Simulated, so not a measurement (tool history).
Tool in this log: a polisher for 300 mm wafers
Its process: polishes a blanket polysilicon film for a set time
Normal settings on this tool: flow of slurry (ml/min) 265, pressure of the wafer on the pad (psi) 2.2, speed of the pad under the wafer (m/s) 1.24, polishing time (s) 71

run,hour,flow of slurry (ml/min),pressure of the wafer on the pad (psi),speed of the pad under the wafer (m/s),polishing time (s),"incoming thickness of the incoming film, nm",film removed (angstrom)
1,0.0,265,2.2,1.24,71,1607.5,6501
# hour 11.2: worn pad replaced by a new one
2,15.3,265,1.8,1.24,71,1594.7,5837
3,67.9,265,1.8,1.24,71,1598.3,5830
# hour 87.0: worn pad replaced by a new one
4,89.7,265,1.8,1.24,71,1622.8,5843
# hour 105.7: head pressure recalibrated
5,116.5,265,2.2,1.24,71,1594.7,6594
# hour 124.6: slurry nozzle cleaned
6,149.4,265,2.2,1.24,71,1628.1,6541
# hour 164.9: worn pad replaced by a new one
7,181.2,265,2.2,1.24,71,1591.2,6661
8,200.6,265,3.0,1.24,54,1606.0,6107
9,218.8,190,1.9,1.24,90,1612.2,7353
# hour 240.3: worn pad replaced by a new one
10,240.8,265,1.8,1.24,71,1577.5,5864
11,249.7,265,2.2,1.38,71,1571.0,7252
12,283.3,265,2.2,0.94,50,1596.2,3654
13,297.9,265,2.2,1.24,49,1602.3,4518
# hour 315.2: worn pad replaced by a new one
14,325.0,345,2.2,1.24,82,1571.9,7799

What if the next run were any one of these 5? Each begins from the tool's condition after run 14:
A,325.4,265,2.2,0.92,71,1580.3,?
B,325.4,340,1.9,1.24,71,1580.3,?
C,325.4,205,2.2,0.80,71,1580.3,?
D,325.4,265,2.8,1.10,55,1580.3,?
E,325.4,265,1.9,0.84,71,1580.3,?

run,film removed (angstrom)
A,5011
B,6049
C,4326
D,5274
E,4257
Had the tool no hidden state, the same runs would have come out as:
run,film removed (angstrom)
A,5011
B,6049
C,4326
D,5274
E,4257
